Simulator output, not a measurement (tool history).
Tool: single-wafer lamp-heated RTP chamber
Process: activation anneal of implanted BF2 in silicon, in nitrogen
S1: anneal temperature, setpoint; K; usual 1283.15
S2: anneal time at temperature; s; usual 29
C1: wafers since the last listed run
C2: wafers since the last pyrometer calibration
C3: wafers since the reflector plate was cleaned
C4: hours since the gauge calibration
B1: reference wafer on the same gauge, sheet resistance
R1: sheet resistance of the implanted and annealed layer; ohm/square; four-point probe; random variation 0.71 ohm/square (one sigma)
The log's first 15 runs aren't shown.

run,hour,S1,S2,C1,C2,C3,C4,B1,R1
16,642.3,1257.15,39,471,6425,2801,78.5,185.37,190.39
17,705.3,1291.15,24,597,7023,3399,141.5,185.63,157.10
# hour 737.3: pyrometer window cleaned and pyrometer calibrated
18,760.0,1283.15,29,442,215,3841,196.2,185.39,161.02
19,794.1,1283.15,41,323,538,4165,230.3,185.18,150.96
20,831.7,1283.15,29,356,894,4521,267.9,185.05,160.53
21,857.8,1293.15,29,247,1142,4769,294.0,185.03,150.41
22,928.7,1299.15,29,672,1814,5441,364.9,185.53,145.32
23,973.7,1283.15,29,426,2241,5868,409.9,184.94,159.07
24,1041.1,1263.15,29,639,2880,6507,477.3,185.59,189.59
25,1091.7,1283.15,29,479,3360,6986,527.9,185.57,160.67
26,1128.4,1303.15,29,347,3708,7334,564.6,185.48,141.29
27,1177.1,1264.15,16,461,4169,7796,613.3,184.54,209.08
28,1372.6,1313.15,44,1853,6023,9650,808.8,185.01,126.93
29,1415.6,1258.15,38,407,6431,10058,851.8,185.10,188.35
30,1480.5,1283.15,40,615,7046,10673,916.7,184.47,150.84
# hour 1535.3: reflector plate cleaned
31,1538.9,1283.15,29,477,7524,34,975.1,184.99,159.69
32,1567.0,1283.15,21,266,7791,300,1003.2,184.34,170.70
33,1600.9,1292.15,36,321,8112,621,1037.1,184.60,143.37
34,1656.3,1259.15,13,525,8637,1147,1092.5,184.41,222.65
35,1711.1,1283.15,22,519,9157,1666,1147.3,184.29,168.72
# hour 1726.8: pyrometer window cleaned and pyrometer calibrated
36,1749.4,1305.15,19,287,214,1954,1185.6,184.62,150.07
37,1802.8,1269.15,29,506,720,2460,1239.0,183.99,179.03

Forecast each of these 4 alternatives for the next run:
A,1803.2,1283.15,29,3,724,2464,1239.4,?,?
B,1803.2,1311.15,15,3,724,2464,1239.4,?,?
C,1803.2,1294.15,29,3,724,2464,1239.4,?,?
D,1803.2,1308.15,37,3,724,2464,1239.4,?,?

run,B1,R1
A,184.33,159.82
B,184.33,150.32
C,184.33,147.79
D,184.33,132.69
Without the tool's hidden state the same runs would have given:
run,R1
A,160.47
B,150.93
C,148.38
D,133.22
